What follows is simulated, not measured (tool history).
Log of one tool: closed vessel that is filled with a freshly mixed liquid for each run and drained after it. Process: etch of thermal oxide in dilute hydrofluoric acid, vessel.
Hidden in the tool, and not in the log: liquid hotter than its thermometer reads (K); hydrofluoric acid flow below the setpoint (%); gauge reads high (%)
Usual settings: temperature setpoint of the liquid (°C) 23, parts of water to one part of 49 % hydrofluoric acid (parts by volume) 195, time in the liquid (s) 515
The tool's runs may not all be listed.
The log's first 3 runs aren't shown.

| run | hour | temperature setpoint of the liquid (°C) | parts of water to one part of 49 % hydrofluoric acid (parts by volume) | time in the liquid (s) | wafers since the last listed run | hours since the thermometer was replaced | hours since the hydrofluoric acid flow meter was replaced | hours since the gauge calibration | read-back film thickness of the thermal oxide reference wafer, read on the same gauge (nm) | thickness taken off the thermal oxide on a monitor wafer (angstrom) |
|---|---|---|---|---|---|---|---|---|---|---|
| 4 | 406.1 | 23 | 195 | 755 | 5055 | 1725.7 | 986.2 | 3523.4 | 95.91 | 152.8 |
| 5 | 513.1 | 23 | 195 | 755 | 5272 | 1832.7 | 1093.2 | 3630.4 | 95.78 | 152 |
| 6 | 560.3 | 23 | 195 | 515 | 2325 | 1879.9 | 1140.4 | 3677.6 | 95.74 | 103 |
|  | 562.6 | gauge calibrated |
|  | 582.8 | thermometer replaced |
| 7 | 732.3 | 23 | 135 | 515 | 8425 | 149.5 | 1312.4 | 169.7 | 100.3 | 166.6 |
| 8 | 782.2 | 23 | 135 | 515 | 2458 | 199.4 | 1362.3 | 219.6 | 100.23 | 168.8 |
|  | 808.1 | hydrofluoric acid flow meter replaced |
| 9 | 850.8 | 23 | 135 | 515 | 3330 | 268 | 42.7 | 288.2 | 100.16 | 166.4 |
| 10 | 933.7 | 23 | 195 | 515 | 4084 | 350.9 | 125.6 | 371.1 | 100.06 | 107.1 |
| 11 | 984.3 | 23 | 195 | 515 | 2493 | 401.5 | 176.2 | 421.7 | 100 | 106.9 |
| 12 | 1066 | 23 | 195 | 515 | 4025 | 483.2 | 257.9 | 503.4 | 99.88 | 107.4 |
| 13 | 1132.8 | 27.5 | 245 | 315 | 3291 | 550 | 324.7 | 570.2 | 99.81 | 57.8 |
| 14 | 1204.9 | 19.5 | 160 | 345 | 3552 | 622.1 | 396.8 | 642.3 | 99.71 | 79.1 |
| 15 | 1309.5 | 23 | 140 | 420 | 5153 | 726.7 | 501.4 | 746.9 | 99.6 | 129.8 |
| 16 | 1397.4 | 21 | 120 | 755 | 4330 | 814.6 | 589.3 | 834.8 | 99.49 | 258.9 |

Forecast run 17:
| 17 | 1489.1 | 23 | 195 | 515 | 4518 | 906.3 | 681 | 926.5 | ? | ? |

Run 17 gave read-back film thickness of the thermal oxide reference wafer, read on the same gauge (nm) 99.36, thickness taken off the thermal oxide on a monitor wafer (angstrom) 105.6.
Without the tool's hidden state the same run would have given thickness taken off the thermal oxide on a monitor wafer (angstrom) 106.3.
